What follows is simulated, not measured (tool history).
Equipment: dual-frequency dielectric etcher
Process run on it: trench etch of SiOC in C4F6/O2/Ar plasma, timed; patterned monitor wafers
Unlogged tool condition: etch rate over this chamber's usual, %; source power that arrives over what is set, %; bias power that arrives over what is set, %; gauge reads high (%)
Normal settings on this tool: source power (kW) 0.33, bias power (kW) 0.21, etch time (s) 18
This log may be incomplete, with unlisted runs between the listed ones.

run	day	source power (kW)	bias power (kW)	etch time (s)	wafers since the last listed run	hours since the last wet clean	hours since the last source power generator calibration	hours since the last bias power generator calibration	hours since the last upper electrode change	hours since the gauge calibration	read-back reference wafer on the same gauge, depth_nm	mean etch depth across the wafer (Å)
1	0	0.33	0.21	22	0	247.2	3384.4	5392.3	3022.2	1366.4	31.37	382.8
2	1.862	0.33	0.21	18	621	291.9	3429.1	5437	3066.9	1411.1	31.4	312.7
# day 2.308: bias power generator calibrated
3	3.517	0.28	0.21	18	496	331.6	3468.8	29	3106.6	1450.8	31.29	298
# day 5.342: wet clean of the chamber
4	5.738	0.28	0.21	18	407	9.5	3522.1	82.3	3159.9	1504.1	31.09	298.4
5	7.025	0.28	0.21	18	429	40.4	3553	113.2	3190.8	1535	31.04	301.7
6	8.392	0.33	0.21	16.5	456	73.2	3585.8	146	3223.6	1567.8	30.96	284.8
7	9.896	0.33	0.21	20.5	502	109.3	3621.9	182.1	3259.7	1603.9	31.02	351.7
8	11.488	0.33	0.21	20.5	531	147.5	3660.1	220.3	3297.9	1642.1	30.83	354.6
9	12.625	0.33	0.174	18	379	174.8	3687.4	247.6	3325.2	1669.4	30.79	279.4
10	14.167	0.33	0.168	20	514	211.8	3724.4	284.6	3362.2	1706.4	30.77	307.4
11	16.329	0.33	0.21	18	722	263.7	3776.3	336.5	3414.1	1758.3	30.68	305.8
12	17.908	0.3	0.21	14	527	301.6	3814.2	374.4	3452	1796.2	30.59	233.5
13	19.275	0.33	0.254	15.5	456	334.4	3847	407.2	3484.8	1829	30.46	287.5
# day 21.354: wet clean of the chamber
14	21.375	0.3	0.244	18	367	0.5	3897.4	457.6	3535.2	1879.4	30.4	318.2
15	22.612	0.33	0.21	18	413	30.2	3927.1	487.3	3564.9	1909.1	30.28	301.7
16	23.929	0.28	0.194	22.5	439	61.8	3958.7	518.9	3596.5	1940.7	30.18	348.1
17	25.417	0.39	0.257	15.5	496	97.5	3994.4	554.6	3632.2	1976.4	30.16	300.6
18	27.783	0.36	0.232	21.5	790	154.3	4051.2	611.4	3689	2033.2	29.9	383.4
# day 29.121: upper electrode replaced
19	30.196	0.33	0.21	18	471	212.2	4109.1	669.3	25.8	2091.1	29.93	301.1
# day 32.567: gauge calibrated
20	33.112	0.37	0.162	13	973	282.2	4179.1	739.3	95.8	13.1	32.63	218.3
21	34.75	0.26	0.21	14.5	546	321.5	4218.4	778.6	135.1	52.4	32.53	247
# day 35.167: source power generator calibrated
22	36.679	0.33	0.18	18	588	367.8	36.3	824.9	181.4	98.7	32.63	304
23	37.925	0.31	0.248	22.5	416	397.7	66.2	854.8	211.3	128.6	32.54	433.7
# day 40.392: wet clean of the chamber
24	40.412	0.4	0.174	14.5	496	0.5	125.9	914.5	271	188.3	32.54	252.8
25	41.371	0.33	0.235	18	320	23.5	148.9	937.5	294	211.3	32.59	343.8
26	48.712	0.36	0.248	20	2451	199.7	325.1	1113.7	470.2	387.5	32.53	402
27	50.121	0.37	0.21	18	470	233.5	358.9	1147.5	504	421.3	32.45	337.9
28	51.379	0.33	0.21	18	420	263.7	389.1	1177.7	534.2	451.5	32.54	324.2
29	52.529	0.25	0.165	16.5	384	291.3	416.7	1205.3	561.8	479.1	32.57	243.8
30	54.046	0.4	0.168	18	506	327.7	453.1	1241.7	598.2	515.5	32.49	309.6
31	56.692	0.38	0.21	18	883	391.2	516.6	1305.2	661.7	579	32.35	340.5

Describe how what the log doesn't record of the tool's condition differs between the last listed run preceding each entry between runs and the first listed run following it.
Logged between run 2 and run 3: bias power generator calibrated (day 2.308)
  gauge reads high (%): -4.34 -> -4.54
  measured less the result without the state, mean etch depth across the wafer (Å): -14.2 -> -14.2
Logged between run 3 and run 4: wet clean of the chamber (day 5.342)
  gauge reads high (%): -4.54 -> -4.83
  measured less the result without the state, mean etch depth across the wafer (Å): -14.2 -> -15.1
Logged between run 13 and run 14: wet clean of the chamber (day 21.354)
  gauge reads high (%): -6.79 -> -7.13
  measured less the result without the state, mean etch depth across the wafer (Å): -21 -> -24.5
Logged between run 18 and run 19: upper electrode replaced (day 29.121)
  gauge reads high (%): -8.22 -> -8.65
  measured less the result without the state, mean etch depth across the wafer (Å): -34.3 -> -28.6
Logged between run 19 and run 20: gauge calibrated (day 32.567)
  gauge reads high (%): -8.65 -> -0.256
  measured less the result without the state, mean etch depth across the wafer (Å): -28.6 -> -0.5
Logged between run 21 and run 22: source power generator calibrated (day 35.167)
  gauge reads high (%): -0.26 -> -0.273
  measured less the result without the state, mean etch depth across the wafer (Å): -0.6 -> -0.8
Logged between run 23 and run 24: wet clean of the chamber (day 40.392)
  gauge reads high (%): -0.285 -> -0.32
  measured less the result without the state, mean etch depth across the wafer (Å): -1.2 -> -0.8
